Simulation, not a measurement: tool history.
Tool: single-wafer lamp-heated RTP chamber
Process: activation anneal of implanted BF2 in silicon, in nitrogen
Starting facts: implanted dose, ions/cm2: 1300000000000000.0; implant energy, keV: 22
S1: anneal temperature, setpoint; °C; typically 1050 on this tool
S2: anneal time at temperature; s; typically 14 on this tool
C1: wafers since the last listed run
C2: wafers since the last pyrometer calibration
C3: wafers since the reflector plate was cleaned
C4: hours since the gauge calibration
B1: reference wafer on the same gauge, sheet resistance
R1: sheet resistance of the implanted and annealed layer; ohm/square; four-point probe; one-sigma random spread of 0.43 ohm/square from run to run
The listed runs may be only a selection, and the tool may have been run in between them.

Run 1, hour 0.0: usual settings but S1 1043 °C; C1 0; C2 4128; C3 2129; C4 955.1; B1 155.06. Result: R1 135.06 ohm/square.
Run 2, hour 39.1: usual settings but S2 11 s; C1 455; C2 4583; C3 2584; C4 994.2; B1 155.09. Result: R1 134.58 ohm/square.
Run 3, hour 76.8: usual settings; C1 438; C2 5022; C3 3023; C4 1031.9; B1 155.17. Result: R1 130.50 ohm/square.
At hour 98.0: gauge calibrated.
Run 4, hour 127.9: usual settings; C1 594; C2 5617; C3 3618; C4 29.9; B1 155.03. Result: R1 129.66 ohm/square.
Run 5, hour 158.2: usual settings; C1 352; C2 5970; C3 3971; C4 60.2; B1 155.09. Result: R1 129.23 ohm/square.
At hour 220.6: pyrometer window cleaned and pyrometer calibrated.
Run 6, hour 224.6: usual settings; C1 679; C2 46; C3 4651; C4 126.6; B1 155.11. Result: R1 130.82 ohm/square.
Run 7, hour 292.8: usual settings; C1 794; C2 840; C3 5445; C4 194.8; B1 155.10. Result: R1 131.35 ohm/square.
Run 8, hour 340.5: usual settings but S1 1042 °C, S2 17 s; C1 555; C2 1396; C3 6000; C4 242.5; B1 155.21. Result: R1 132.32 ohm/square.
Run 9, hour 399.5: usual settings; C1 686; C2 2083; C3 6687; C4 301.5; B1 154.80. Result: R1 130.38 ohm/square.
Run 10, hour 448.5: usual settings; C1 570; C2 2653; C3 7258; C4 350.5; B1 155.05. Result: R1 131.08 ohm/square.
Run 11, hour 486.9: usual settings; C1 447; C2 3100; C3 7705; C4 388.9; B1 155.06. Result: R1 130.11 ohm/square.
Run 12, hour 527.0: usual settings but S1 1066 °C; C1 466; C2 3567; C3 8172; C4 429.0; B1 155.10. Result: R1 118.90 ohm/square.
Run 13, hour 552.5: usual settings; C1 296; C2 3864; C3 8469; C4 454.5; B1 155.02. Result: R1 129.87 ohm/square.
Run 14, hour 596.6: usual settings; C1 513; C2 4378; C3 8982; C4 498.6; B1 155.13. Result: R1 129.55 ohm/square.
Run 15, hour 635.6: usual settings; C1 454; C2 4832; C3 9437; C4 537.6; B1 154.83. Result: R1 129.67 ohm/square.
Run 16, hour 673.9: usual settings; C1 445; C2 5278; C3 9882; C4 575.9; B1 155.10. Result: R1 129.34 ohm/square.
Run 17, hour 737.8: usual settings; C1 744; C2 6022; C3 10627; C4 639.8; B1 155.05. Result: R1 128.20 ohm/square.
Run 18, hour 763.6: usual settings but S1 1033 °C, S2 17 s; C1 300; C2 6322; C3 10927; C4 665.6; B1 155.03. Result: R1 137.98 ohm/square.
Run 19, hour 821.4: usual settings but S1 1063 °C, S2 9 s; C1 673; C2 6995; C3 11600; C4 723.4; B1 154.96. Result: R1 128.44 ohm/square.
At hour 830.9: pyrometer window cleaned and pyrometer calibrated.
At hour 840.4: reflector plate cleaned.
Run 20, hour 850.6: usual settings but S1 1072 °C, S2 6 s; C1 153; C2 135; C3 118; C4 752.6; B1 155.10. Result: R1 132.42 ohm/square.
Run 21, hour 876.0: usual settings; C1 295; C2 431; C3 413; C4 778.0; B1 155.00. Result: R1 130.51 ohm/square.
Run 22, hour 902.3: usual settings; C1 306; C2 737; C3 720; C4 804.3; B1 155.24. Result: R1 130.18 ohm/square.
Run 23, hour 936.9: usual settings; C1 402; C2 1140; C3 1123; C4 838.9; B1 155.07. Result: R1 130.11 ohm/square.
Run 24, hour 986.5: usual settings but S1 1069 °C; C1 577; C2 1718; C3 1700; C4 888.5; B1 155.04. Result: R1 118.35 ohm/square.
Run 25, hour 1044.9: usual settings; C1 679; C2 2398; C3 2380; C4 946.9; B1 154.91. Result: R1 130.04 ohm/square.
Run 26, hour 1108.6: usual settings; C1 741; C2 3139; C3 3122; C4 1010.6; B1 154.89. Result: R1 130.37 ohm/square.
Run 27, hour 1178.7: usual settings but S1 1033 °C; C1 816; C2 3956; C3 3938; C4 1080.7; B1 154.84. Result: R1 143.23 ohm/square.
At hour 1201.4: gauge calibrated.
Run 28, hour 1218.6: usual settings but S1 1022 °C, S2 6 s; C1 464; C2 4420; C3 4403; C4 17.2; B1 155.04. Result: R1 171.64 ohm/square.
Run 29, hour 1243.5: usual settings but S1 1040 °C, S2 19 s; C1 289; C2 4710; C3 4693; C4 42.1; B1 155.09. Result: R1 131.17 ohm/square.
Run 30, hour 1275.2: usual settings but S1 1069 °C, S2 17 s; C1 369; C2 5079; C3 5062; C4 73.8; B1 154.92. Result: R1 114.49 ohm/square.
Run 31, hour 1306.6: usual settings; C1 365; C2 5445; C3 5427; C4 105.2; B1 154.94. Result: R1 128.57 ohm/square.
At hour 1330.4: pyrometer window cleaned and pyrometer calibrated.
Run 32, hour 1357.8: usual settings but S1 1070 °C, S2 9 s; C1 503; C2 319; C3 5930; C4 156.4; B1 155.09. Result: R1 126.39 ohm/square.
Run 33, hour 1400.3: usual settings; C1 494; C2 814; C3 6425; C4 198.9; B1 154.92. Result: R1 131.24 ohm/square.
Run 34, hour 1456.4: usual settings but S1 1069 °C, S2 8 s; C1 653; C2 1467; C3 7078; C4 255.0; B1 155.00. Result: R1 127.65 ohm/square.
Run 35, hour 1519.5: usual settings but S1 1078 °C; C1 734; C2 2202; C3 7813; C4 318.1; B1 154.95. Result: R1 113.50 ohm/square.
Run 36, hour 1573.2: usual settings but S1 1079 °C, S2 10 s; C1 625; C2 2827; C3 8438; C4 371.8; B1 155.01. Result: R1 118.96 ohm/square.
Run 37, hour 1754.0: usual settings but S1 1078 °C, S2 22 s; C1 2105; C2 4932; C3 10544; C4 552.6; B1 155.03. Result: R1 105.24 ohm/square.

How the hidden state differs across the entries between the runs, from the last listed run before each to the first after it:
Runs 3 to 4: gauge calibrated (hour 98.0)
  true wafer temperature minus pyrometer reading, K: 2.03 -> 2.26
  difference, measured minus the result without the unlogged condition, R1: -1.44 -> -1.60 ohm/square
Runs 5 to 6: pyrometer window cleaned and pyrometer calibrated (hour 220.6)
  true wafer temperature minus pyrometer reading, K: 2.4 -> 0.169
  difference, measured minus the result without the unlogged condition, R1: -1.69 -> -0.12 ohm/square
Runs 19 to 20: pyrometer window cleaned and pyrometer calibrated (hour 830.9); reflector plate cleaned (hour 840.4)
  true wafer temperature minus pyrometer reading, K: 2.88 -> 0.239
  difference, measured minus the result without the unlogged condition, R1: -1.81 -> -0.15 ohm/square
Runs 27 to 28: gauge calibrated (hour 1201.4)
  true wafer temperature minus pyrometer reading, K: 1.73 -> 1.91
  difference, measured minus the result without the unlogged condition, R1: -1.48 -> -1.99 ohm/square
Runs 31 to 32: pyrometer window cleaned and pyrometer calibrated (hour 1330.4)
  true wafer temperature minus pyrometer reading, K: 2.31 -> 0.154
  difference, measured minus the result without the unlogged condition, R1: -1.62 -> -0.10 ohm/square
